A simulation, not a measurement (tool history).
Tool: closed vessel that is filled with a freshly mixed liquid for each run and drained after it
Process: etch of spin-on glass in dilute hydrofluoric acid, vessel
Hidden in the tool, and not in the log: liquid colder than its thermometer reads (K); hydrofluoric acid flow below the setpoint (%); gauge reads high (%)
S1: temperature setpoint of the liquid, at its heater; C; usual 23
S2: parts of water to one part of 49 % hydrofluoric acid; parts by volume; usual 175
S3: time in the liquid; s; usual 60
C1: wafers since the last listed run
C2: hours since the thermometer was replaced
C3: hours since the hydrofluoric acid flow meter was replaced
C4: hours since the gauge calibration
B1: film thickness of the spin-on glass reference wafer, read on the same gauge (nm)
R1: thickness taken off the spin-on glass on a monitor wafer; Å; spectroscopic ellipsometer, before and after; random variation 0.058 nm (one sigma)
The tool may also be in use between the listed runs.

run	hour	S1	S2	S3	C1	C2	C3	C4	B1	R1
1	0	23	175	70	0	2214.3	261.9	438.1	80.05	181.7
2	36.2	23	175	70	4400	2250.5	298.1	474.3	79.99	181.7
3	59.8	23	175	70	2868	2274.1	321.7	497.9	79.99	180.7
4	73.6	23	175	60	1677	2287.9	335.5	511.7	80.01	155.6
5	89.8	25	175	60	1969	2304.1	351.7	527.9	79.97	167.6
6	96.9	23	175	35	862	2311.2	358.8	535	79.99	90.2
7	113.3	23	175	60	1993	2327.6	375.2	551.4	80	154.5
8	119.4	23	175	60	741	2333.7	381.3	557.5	80	154.7
9	135.5	23	175	60	1956	2349.8	397.4	573.6	79.97	154.9
10	151.5	23	175	60	1944	2365.8	413.4	589.6	80.01	154.5
# hour 154.2: gauge calibrated
11	162	23	175	60	1276	2376.3	423.9	7.8	80.01	154.5
12	173.1	23	175	60	1349	2387.4	435	18.9	80	154
13	189.1	23	175	60	1944	2403.4	451	34.9	79.96	153.9
14	202.2	23	175	60	1592	2416.5	464.1	48	80	153.3
15	214.3	23	175	60	1470	2428.6	476.2	60.1	80.02	153.9
16	224.4	23	175	60	1227	2438.7	486.3	70.2	80.03	153.4
17	240.6	23	175	60	1969	2454.9	502.5	86.4	80.02	152.9
18	256.8	23	175	60	1969	2471.1	518.7	102.6	80.03	152.6
19	271.9	20.5	175	60	1835	2486.2	533.8	117.7	80	138.8
20	286.4	23	175	80	1762	2500.7	548.3	132.2	80	202.5
# hour 292.4: thermometer replaced
21	294	27.5	220	75	802	1.6	555.9	139.8	79.97	185.8
22	300.6	23	265	60	802	8.2	562.5	146.4	80	100.5
23	311.2	26.5	215	60	1288	18.8	573.1	157	79.97	146.5
# hour 319: hydrofluoric acid flow meter replaced
24	328.2	23	115	60	1944	35.8	9.2	174	80.05	278.6
25	343.9	23	175	75	1908	51.5	24.9	189.7	79.97	212.8
26	350.7	23	175	60	826	58.3	31.7	196.5	80.01	169.9
27	362.4	23	175	60	1422	70	43.4	208.2	79.99	170.2
28	412.4	26	210	30	6077	120	93.4	258.2	80	75.8
29	420.5	25.5	235	40	984	128.1	101.5	266.3	79.96	86
30	435.2	23	115	95	1786	142.8	116.2	281	80.03	437.3
31	449.8	18.5	145	90	1774	157.4	130.8	295.6	79.97	264.5
32	463.6	23	175	60	1677	171.2	144.6	309.4	80.01	169.5
33	480.9	26	175	90	2102	188.5	161.9	326.7	79.99	281.4
34	487.3	23	90	90	777	194.9	168.3	333.1	80.01	543.2
35	505.1	19	200	95	2163	212.7	186.1	350.9	79.97	194.7

Hidden state or all else? Some run-to-run changes of R1, split into what the settings, what came in and random variation would give without the hidden state, and what is left for the hidden state (with any gauge scatter that isn't in both results):
Run 5 -> 6: S1 25 -> 23, S3 60 -> 35. R1 -77.4 Å: hidden state +8, all else -85.4.
Run 19 -> 20: S1 20.5 -> 23, S3 60 -> 80. R1 +63.7 Å: hidden state -7.9, all else +71.6.
Run 20 -> 21: S1 23 -> 27.5, S2 175 -> 220, S3 80 -> 75, thermometer replaced. R1 -16.7 Å: hidden state +19.6, all else -36.3.
Run 29 -> 30: S1 25.5 -> 23, S2 235 -> 115, S3 40 -> 95. R1 +351.3 Å: hidden state -5.7, all else +357.
Run 33 -> 34: S1 26 -> 23, S2 175 -> 90. R1 +261.8 Å: hidden state -5.2, all else +267.
Run 34 -> 35: S1 23 -> 19, S2 90 -> 200, S3 90 -> 95. R1 -348.5 Å: hidden state +6.5, all else -355.

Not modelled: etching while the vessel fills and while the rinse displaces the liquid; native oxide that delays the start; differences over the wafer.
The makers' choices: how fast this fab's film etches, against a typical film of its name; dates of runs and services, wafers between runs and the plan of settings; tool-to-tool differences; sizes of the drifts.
